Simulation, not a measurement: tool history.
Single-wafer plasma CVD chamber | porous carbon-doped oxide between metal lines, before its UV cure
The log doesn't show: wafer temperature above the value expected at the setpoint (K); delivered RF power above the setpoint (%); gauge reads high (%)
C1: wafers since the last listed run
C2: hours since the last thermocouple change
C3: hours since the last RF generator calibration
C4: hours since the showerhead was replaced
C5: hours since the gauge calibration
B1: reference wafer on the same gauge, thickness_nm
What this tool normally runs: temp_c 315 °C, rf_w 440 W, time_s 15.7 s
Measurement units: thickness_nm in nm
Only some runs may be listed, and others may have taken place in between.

{"run": 1, "hour": 0.0, "temp_c": 315, "rf_w": 440, "time_s": 15.7, "C1": 0, "C2": 768.7, "C3": 698.4, "C4": 3846.3, "C5": 210.8, "B1": 72.858, "thickness_nm": 70.7}
{"run": 2, "hour": 22.0, "temp_c": 315, "rf_w": 460, "time_s": 15.7, "C1": 744, "C2": 790.7, "C3": 720.4, "C4": 3868.3, "C5": 232.8, "B1": 72.925, "thickness_nm": 72.643}
{"run": 3, "hour": 40.0, "temp_c": 315, "rf_w": 440, "time_s": 15.7, "C1": 608, "C2": 808.7, "C3": 738.4, "C4": 3886.3, "C5": 250.8, "B1": 72.91, "thickness_nm": 70.49}
{"hour": 44.1, "done": "gauge calibrated"}
{"run": 4, "hour": 46.1, "temp_c": 324, "rf_w": 440, "time_s": 18.1, "C1": 206, "C2": 814.8, "C3": 744.5, "C4": 3892.4, "C5": 2.0, "B1": 72.883, "thickness_nm": 77.539}
{"run": 5, "hour": 63.9, "temp_c": 315, "rf_w": 440, "time_s": 15.7, "C1": 602, "C2": 832.6, "C3": 762.3, "C4": 3910.2, "C5": 19.8, "B1": 72.869, "thickness_nm": 70.703}
{"run": 6, "hour": 81.8, "temp_c": 315, "rf_w": 440, "time_s": 15.7, "C1": 605, "C2": 850.5, "C3": 780.2, "C4": 3928.1, "C5": 37.7, "B1": 72.88, "thickness_nm": 70.872}
{"run": 7, "hour": 89.0, "temp_c": 321, "rf_w": 470, "time_s": 15.7, "C1": 243, "C2": 857.7, "C3": 787.4, "C4": 3935.3, "C5": 44.9, "B1": 72.911, "thickness_nm": 71.603}
{"run": 8, "hour": 106.4, "temp_c": 321, "rf_w": 470, "time_s": 15.7, "C1": 588, "C2": 875.1, "C3": 804.8, "C4": 3952.7, "C5": 62.3, "B1": 72.883, "thickness_nm": 71.103}
{"hour": 120.5, "done": "showerhead replaced"}
{"run": 9, "hour": 123.1, "temp_c": 321, "rf_w": 470, "time_s": 15.7, "C1": 294, "C2": 891.8, "C3": 821.5, "C4": 2.6, "C5": 79.0, "B1": 72.847, "thickness_nm": 71.909}
{"run": 10, "hour": 138.9, "temp_c": 315, "rf_w": 440, "time_s": 15.7, "C1": 534, "C2": 907.6, "C3": 837.3, "C4": 18.4, "C5": 94.8, "B1": 72.912, "thickness_nm": 71.475}
{"run": 11, "hour": 158.9, "temp_c": 315, "rf_w": 440, "time_s": 15.7, "C1": 676, "C2": 927.6, "C3": 857.3, "C4": 38.4, "C5": 114.8, "B1": 72.972, "thickness_nm": 71.267}
{"run": 12, "hour": 167.5, "temp_c": 315, "rf_w": 440, "time_s": 15.7, "C1": 290, "C2": 936.2, "C3": 865.9, "C4": 47.0, "C5": 123.4, "B1": 72.864, "thickness_nm": 70.757}
{"run": 13, "hour": 181.9, "temp_c": 315, "rf_w": 440, "time_s": 15.7, "C1": 487, "C2": 950.6, "C3": 880.3, "C4": 61.4, "C5": 137.8, "B1": 72.85, "thickness_nm": 70.478}
{"hour": 199.2, "done": "thermocouple changed; heater temperature recalibrated"}
{"run": 14, "hour": 199.7, "temp_c": 315, "rf_w": 440, "time_s": 14.6, "C1": 331, "C2": 0.5, "C3": 898.1, "C4": 79.2, "C5": 155.6, "B1": 72.843, "thickness_nm": 65.632}
{"run": 15, "hour": 210.6, "temp_c": 315, "rf_w": 440, "time_s": 15.7, "C1": 368, "C2": 11.4, "C3": 909.0, "C4": 90.1, "C5": 166.5, "B1": 72.857, "thickness_nm": 70.663}
{"run": 16, "hour": 221.9, "temp_c": 315, "rf_w": 440, "time_s": 12.6, "C1": 382, "C2": 22.7, "C3": 920.3, "C4": 101.4, "C5": 177.8, "B1": 72.931, "thickness_nm": 56.784}
{"run": 17, "hour": 229.6, "temp_c": 311, "rf_w": 370, "time_s": 18.4, "C1": 260, "C2": 30.4, "C3": 928.0, "C4": 109.1, "C5": 185.5, "B1": 72.758, "thickness_nm": 73.453}
{"run": 18, "hour": 246.2, "temp_c": 328, "rf_w": 520, "time_s": 18.7, "C1": 561, "C2": 47.0, "C3": 944.6, "C4": 125.7, "C5": 202.1, "B1": 72.856, "thickness_nm": 87.058}
{"run": 19, "hour": 256.7, "temp_c": 315, "rf_w": 395, "time_s": 14.0, "C1": 355, "C2": 57.5, "C3": 955.1, "C4": 136.2, "C5": 212.6, "B1": 72.853, "thickness_nm": 57.989}
{"hour": 259.1, "done": "gauge calibrated"}
{"hour": 267.9, "done": "RF generator calibrated"}
{"run": 20, "hour": 274.2, "temp_c": 315, "rf_w": 440, "time_s": 15.7, "C1": 321, "C2": 75.0, "C3": 6.3, "C4": 153.7, "C5": 15.1, "B1": 72.908, "thickness_nm": 70.871}
{"run": 21, "hour": 284.2, "temp_c": 321, "rf_w": 440, "time_s": 12.8, "C1": 338, "C2": 85.0, "C3": 16.3, "C4": 163.7, "C5": 25.1, "B1": 72.866, "thickness_nm": 55.608}
{"run": 22, "hour": 302.1, "temp_c": 315, "rf_w": 505, "time_s": 15.7, "C1": 605, "C2": 102.9, "C3": 34.2, "C4": 181.6, "C5": 43.0, "B1": 72.894, "thickness_nm": 77.397}
{"run": 23, "hour": 312.2, "temp_c": 315, "rf_w": 440, "time_s": 15.7, "C1": 341, "C2": 113.0, "C3": 44.3, "C4": 191.7, "C5": 53.1, "B1": 72.9, "thickness_nm": 70.382}
{"run": 24, "hour": 323.0, "temp_c": 315, "rf_w": 440, "time_s": 15.7, "C1": 365, "C2": 123.8, "C3": 55.1, "C4": 202.5, "C5": 63.9, "B1": 72.917, "thickness_nm": 70.674}
{"run": 25, "hour": 333.1, "temp_c": 326, "rf_w": 440, "time_s": 15.7, "C1": 341, "C2": 133.9, "C3": 65.2, "C4": 212.6, "C5": 74.0, "B1": 72.962, "thickness_nm": 66.72}
{"run": 26, "hour": 340.9, "temp_c": 327, "rf_w": 500, "time_s": 16.8, "C1": 263, "C2": 141.7, "C3": 73.0, "C4": 220.4, "C5": 81.8, "B1": 72.858, "thickness_nm": 76.509}

Here are 4 independent what-if runs from the current tool condition. What would each one return?
{"run": "A", "hour": 341.3, "temp_c": 315, "rf_w": 440, "time_s": 16.7, "C1": 13, "C2": 142.1, "C3": 73.4, "C4": 220.8, "C5": 82.2, "B1": "?", "thickness_nm": "?"}
{"run": "B", "hour": 341.3, "temp_c": 323, "rf_w": 440, "time_s": 14.0, "C1": 13, "C2": 142.1, "C3": 73.4, "C4": 220.8, "C5": 82.2, "B1": "?", "thickness_nm": "?"}
{"run": "C", "hour": 341.3, "temp_c": 327, "rf_w": 440, "time_s": 15.7, "C1": 13, "C2": 142.1, "C3": 73.4, "C4": 220.8, "C5": 82.2, "B1": "?", "thickness_nm": "?"}
{"run": "D", "hour": 341.3, "temp_c": 315, "rf_w": 440, "time_s": 13.9, "C1": 13, "C2": 142.1, "C3": 73.4, "C4": 220.8, "C5": 82.2, "B1": "?", "thickness_nm": "?"}

run=A B1=72.823 thickness_nm=75.340
run=B B1=72.823 thickness_nm=60.689
run=C B1=72.823 thickness_nm=66.290
run=D B1=72.823 thickness_nm=63.120
Take away the tool's hidden state, keep each run's random variation, and the runs would have read:
run=A thickness_nm=75.340
run=B thickness_nm=60.689
run=C thickness_nm=66.290
run=D thickness_nm=63.120
